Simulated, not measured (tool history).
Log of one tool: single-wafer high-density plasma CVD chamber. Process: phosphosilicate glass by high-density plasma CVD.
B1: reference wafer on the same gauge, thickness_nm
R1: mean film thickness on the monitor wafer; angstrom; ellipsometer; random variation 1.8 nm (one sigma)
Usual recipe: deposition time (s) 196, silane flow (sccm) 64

{"run": 1, "hour": 0.0, "deposition time (s)": 196, "silane flow (sccm)": 64, "B1": 1099.974, "R1": 12297.76}
{"run": 2, "hour": 15.2, "deposition time (s)": 196, "silane flow (sccm)": 64, "B1": 1099.75, "R1": 12323.05}
{"run": 3, "hour": 33.2, "deposition time (s)": 196, "silane flow (sccm)": 64, "B1": 1100.107, "R1": 12287.26}
{"run": 4, "hour": 47.3, "deposition time (s)": 196, "silane flow (sccm)": 64, "B1": 1099.886, "R1": 12279.33}
{"run": 5, "hour": 58.2, "deposition time (s)": 196, "silane flow (sccm)": 64, "B1": 1100.006, "R1": 12322.2}
{"run": 6, "hour": 73.9, "deposition time (s)": 196, "silane flow (sccm)": 64, "B1": 1099.701, "R1": 12303.14}
{"run": 7, "hour": 88.7, "deposition time (s)": 196, "silane flow (sccm)": 64, "B1": 1099.49, "R1": 12326.42}
{"hour": 95.3, "done": "gauge calibrated"}
{"hour": 97.0, "done": "silane flow controller replaced"}
{"run": 8, "hour": 101.9, "deposition time (s)": 196, "silane flow (sccm)": 64, "B1": 1100.055, "R1": 12321.77}
{"run": 9, "hour": 110.8, "deposition time (s)": 220, "silane flow (sccm)": 73, "B1": 1099.937, "R1": 15553.74}
{"run": 10, "hour": 117.9, "deposition time (s)": 196, "silane flow (sccm)": 55, "B1": 1099.679, "R1": 10778.51}
{"run": 11, "hour": 129.2, "deposition time (s)": 196, "silane flow (sccm)": 64, "B1": 1099.342, "R1": 12319.67}
{"run": 12, "hour": 141.6, "deposition time (s)": 221, "silane flow (sccm)": 52, "B1": 1099.682, "R1": 11581.76}
{"run": 13, "hour": 155.9, "deposition time (s)": 224, "silane flow (sccm)": 58, "B1": 1100.33, "R1": 12908.32}
{"run": 14, "hour": 162.6, "deposition time (s)": 169, "silane flow (sccm)": 59, "B1": 1099.831, "R1": 9879.5}
{"run": 15, "hour": 170.9, "deposition time (s)": 196, "silane flow (sccm)": 64, "B1": 1099.357, "R1": 12304.01}

Branching from run 15: 3 alternative next runs. What would each branch give?
{"run": "A", "hour": 171.4, "deposition time (s)": 196, "silane flow (sccm)": 74, "B1": "?", "R1": "?"}
{"run": "B", "hour": 171.4, "deposition time (s)": 177, "silane flow (sccm)": 58, "B1": "?", "R1": "?"}
{"run": "C", "hour": 171.4, "deposition time (s)": 233, "silane flow (sccm)": 70, "B1": "?", "R1": "?"}

run=A B1=1100.832 R1=14025.26
run=B B1=1100.832 R1=10192.52
run=C B1=1100.832 R1=15858.98
Without the tool's hidden state the same runs would have given:
run=A R1=14025.26
run=B R1=10192.52
run=C R1=15858.98
